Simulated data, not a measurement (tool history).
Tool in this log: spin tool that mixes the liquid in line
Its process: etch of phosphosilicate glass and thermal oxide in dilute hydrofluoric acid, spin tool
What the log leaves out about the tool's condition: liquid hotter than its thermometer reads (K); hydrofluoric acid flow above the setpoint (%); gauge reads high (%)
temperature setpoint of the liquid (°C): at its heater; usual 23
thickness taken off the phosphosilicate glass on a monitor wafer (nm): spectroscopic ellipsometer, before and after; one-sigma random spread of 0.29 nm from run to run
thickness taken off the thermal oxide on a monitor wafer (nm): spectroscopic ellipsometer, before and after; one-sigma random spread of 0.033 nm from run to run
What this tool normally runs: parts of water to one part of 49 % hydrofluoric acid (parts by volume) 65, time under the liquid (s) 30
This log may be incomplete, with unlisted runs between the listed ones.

run,hour,temperature setpoint of the liquid (°C),parts of water to one part of 49 % hydrofluoric acid (parts by volume),time under the liquid (s),wafers since the last listed run,hours since the thermometer was replaced,hours since the hydrofluoric acid flow meter was replaced,hours since the gauge calibration,"read-back film thickness of the phosphosilicate glass reference wafer, read on the same gauge (nm)","read-back film thickness of the thermal oxide reference wafer, read on the same gauge (nm)",thickness taken off the phosphosilicate glass on a monitor wafer (nm),thickness taken off the thermal oxide on a monitor wafer (nm)
1,0,23,65,30,0,996,1185.7,630,112.4,143.063,38.94,2.026
2,43.5,23,65,30,551,1039.5,1229.2,673.5,112.59,143.324,39.49,2.024
3,72.8,23,65,30,371,1068.8,1258.5,702.8,112.73,143.431,40.12,2.081
4,107.6,23,65,30,441,1103.6,1293.3,737.6,112.9,143.657,39.56,2.06
5,142.9,23,65,30,447,1138.9,1328.6,772.9,113.05,143.9,39.66,2.055
6,178.8,23,65,30,455,1174.8,1364.5,808.8,113.19,144.05,40,2.007
7,202.8,23,65,30,304,1198.8,1388.5,832.8,113.31,144.2,39.72,2.117
8,232,23,65,30,370,1228,1417.7,862,113.42,144.357,39.96,2.064
9,283.5,23,65,30,653,1279.5,1469.2,913.5,113.65,144.641,40,2.081
10,313.8,23,65,30,384,1309.8,1499.5,943.8,113.8,144.784,40.48,2.084
11,346.7,21.5,45,50,417,1342.7,1532.4,976.7,113.92,145.002,92.41,4.836
12,373.4,23,65,35,338,1369.4,1559.1,1003.4,114.04,145.16,46.58,2.416
# hour 377.2: thermometer replaced
13,429.7,23,65,45,701,52.5,1615.4,1059.7,114.3,145.461,60.04,3.244
14,480.9,23,85,30,649,103.7,1666.6,1110.9,114.5,145.771,29.87,1.549
15,516.7,20.5,40,15,454,139.5,1702.4,1146.7,114.68,145.936,30.31,1.582
# hour 671.3: gauge calibrated
16,729.4,24.5,65,20,2698,352.2,1915.1,58.1,110.29,140.378,27.62,1.41
# hour 775.7: hydrofluoric acid flow meter replaced
17,795.5,23,45,15,825,418.3,19.8,124.2,110.58,140.757,28.5,1.513
18,823.4,23,65,30,353,446.2,47.7,152.1,110.7,140.893,39.04,2.016
19,857,23,65,30,426,479.8,81.3,185.7,110.88,141.093,38.84,2.065
20,927.2,23,55,30,890,550,151.5,255.9,111.16,141.518,47.61,2.392
21,989.4,23,65,30,789,612.2,213.7,318.1,111.44,141.823,39.12,2.025

What was the tool's hidden state at every run in the log?
liquid hotter than its thermometer reads (K): 0 across all the runs
hydrofluoric acid flow above the setpoint (%): 0 across all the runs
H1: gauge reads high (%)
run,H1
1,2.18
2,2.36
3,2.48
4,2.61
5,2.76
6,2.9
7,3
8,3.11
9,3.32
10,3.44
11,3.57
12,3.68
13,3.9
14,4.11
15,4.25
16,0.273
17,0.537
18,0.649
19,0.783
20,1.06
21,1.31
